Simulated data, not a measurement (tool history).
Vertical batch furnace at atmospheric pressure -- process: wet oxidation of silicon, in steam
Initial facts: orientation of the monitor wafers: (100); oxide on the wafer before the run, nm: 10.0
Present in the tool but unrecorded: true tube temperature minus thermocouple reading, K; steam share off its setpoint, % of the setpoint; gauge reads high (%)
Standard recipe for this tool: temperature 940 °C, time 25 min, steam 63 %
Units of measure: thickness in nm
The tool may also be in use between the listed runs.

run    hour  temperature  time  steam  wafers since the last listed run  hours since the last temperature calibration  hours since the steam generator was serviced  hours since the gauge calibration  read-back reference wafer on the same gauge, thickness  thickness
  1       0          940    25     63                                 0                                         851.8                                        1316.3                             1879.7                                                   80.84      77.06
  2    90.8          940    25     63                              1515                                         942.6                                        1407.1                             1970.5                                                   80.78      77.01
  3   147.8          949  19.5     63                               951                                         999.6                                        1464.1                             2027.5                                                   80.73      68.95
  4   185.3          949  19.5     63                               625                                        1037.1                                        1501.6                               2065                                                   80.79      68.66
  5   236.7          949  19.5     63                               857                                        1088.5                                          1553                             2116.4                                                    80.8      69.55
  6   319.5          940    25     63                              1381                                        1171.3                                        1635.8                             2199.2                                                   80.88      76.26
  7     394          940    25     63                              1243                                        1245.8                                        1710.3                             2273.7                                                   80.76       76.5
  8   480.2          940    25     63                              1438                                          1332                                        1796.5                             2359.9                                                   80.74      75.78
  9   552.6          940    32     68                              1208                                        1404.4                                        1868.9                             2432.3                                                    80.8         99
 10   616.5          940    32     68                              1066                                        1468.3                                        1932.8                             2496.2                                                   80.82      99.43
 11   705.9          940    25     63                              1491                                        1557.7                                        2022.2                             2585.6                                                   80.81      75.66
      729.6  -- gauge calibrated
 12   760.9          940    25     63                               917                                        1612.7                                        2077.2                               31.3                                                   80.78      75.89
 13   855.2          959    33     63                              1573                                          1707                                        2171.5                              125.6                                                    80.9     115.93
 14   932.3          940    25     63                              1286                                        1784.1                                        2248.6                              202.7                                                   80.85      76.03
 15    1006          940    25     63                              1229                                        1857.8                                        2322.3                              276.4                                                   80.84      75.78
 16  1101.1          940    25     63                              1586                                        1952.9                                        2417.4                              371.5                                                   80.81      75.85
     1224.6  -- steam generator serviced
     1299.8  -- thermocouples replaced and temperature profile calibrated
 17  1300.3          940    25     63                              2522                                           0.5                                          75.7                              570.7                                                   80.84      73.41
 18  1327.7          948  17.5     53                               457                                          27.9                                         103.1                              598.1                                                   80.79       52.1
 19  1426.3          960  29.5     55                              1645                                         126.5                                         201.7                              696.7                                                   80.88      93.66
 20  1511.6          940  15.5     63                              1423                                         211.8                                           287                                782                                                   80.83      49.79
 21    1567          940  15.5     75                               924                                         267.2                                         342.4                              837.4                                                   80.78      56.73
 22  1727.4          949  19.5     63                              2676                                         427.6                                         502.8                              997.8                                                   80.82      65.84
 23  1763.5          940    33     63                               602                                         463.7                                         538.9                             1033.9                                                    80.8      90.49
 24  1866.8          964    25     54                              1723                                           567                                         642.2                             1137.2                                                   80.83      83.46
 25  1914.8          948    32     56                               800                                           615                                         690.2                             1185.2                                                   80.81      87.77
     1975.5  -- steam generator serviced, repeated, since the last time left the tool worse
 26    1976          940    25     63                               620                                         676.2                                           0.5                             1246.4                                                   80.76      78.15
 27  2062.6          949    18     73                              1445                                         762.8                                          87.1                               1333                                                   80.85      74.66
 28  2126.1          928    34     53                              1059                                         826.3                                         150.6                             1396.5                                                    80.8      77.19
 29  2168.6          940    14     55                               709                                         868.8                                         193.1                               1439                                                   80.79      44.12
 30  2270.6          940    25     63                              1701                                         970.8                                         295.1                               1541                                                   80.81      77.74
 31  2329.4          940    25     54                               981                                        1029.6                                         353.9                             1599.8                                                   80.73      68.77
 32  2431.3          940    25     63                              1700                                        1131.5                                         455.8                             1701.7                                                   80.81       77.8
 33    2474          950    25     63                               712                                        1174.2                                         498.5                             1744.4                                                   80.76      86.59
 34  2530.9          940  36.5     73                               949                                        1231.1                                         555.4                             1801.3                                                   80.79     119.04
 35  2601.6          940    20     55                              1179                                        1301.8                                         626.1                               1872                                                   80.71      58.12
 36  2702.5          940    16     72                              1683                                        1402.7                                           727                             1972.9                                                   80.82      59.82
 37  2742.5          940    25     74                               667                                        1442.7                                           767                             2012.9                                                   80.81      88.31
 38  2785.1          940    25     63                               710                                        1485.3                                         809.6                             2055.5                                                   80.82      77.36
 39  2834.3          940    37     63                               820                                        1534.5                                         858.8                             2104.7                                                   80.86     105.93

Below are 3 alternative next runs, each starting from the tool's condition after run 39. Predict each:
  A  2837.8          940    25     63                                58                                          1538                                         862.3                             2108.2                                                       ?          ?
  B  2837.8          940    29     57                                58                                          1538                                         862.3                             2108.2                                                       ?          ?
  C  2837.8          928  29.5     66                                58                                          1538                                         862.3                             2108.2                                                       ?          ?

run  read-back reference wafer on the same gauge, thickness  thickness
  A                                                   80.74      77.26
  B                                                   80.74      80.36
  C                                                   80.74      80.71
Take away the tool's hidden state, keep each run's random variation, and the runs would have read:
run  thickness
  A      78.66
  B      81.83
  C      82.19
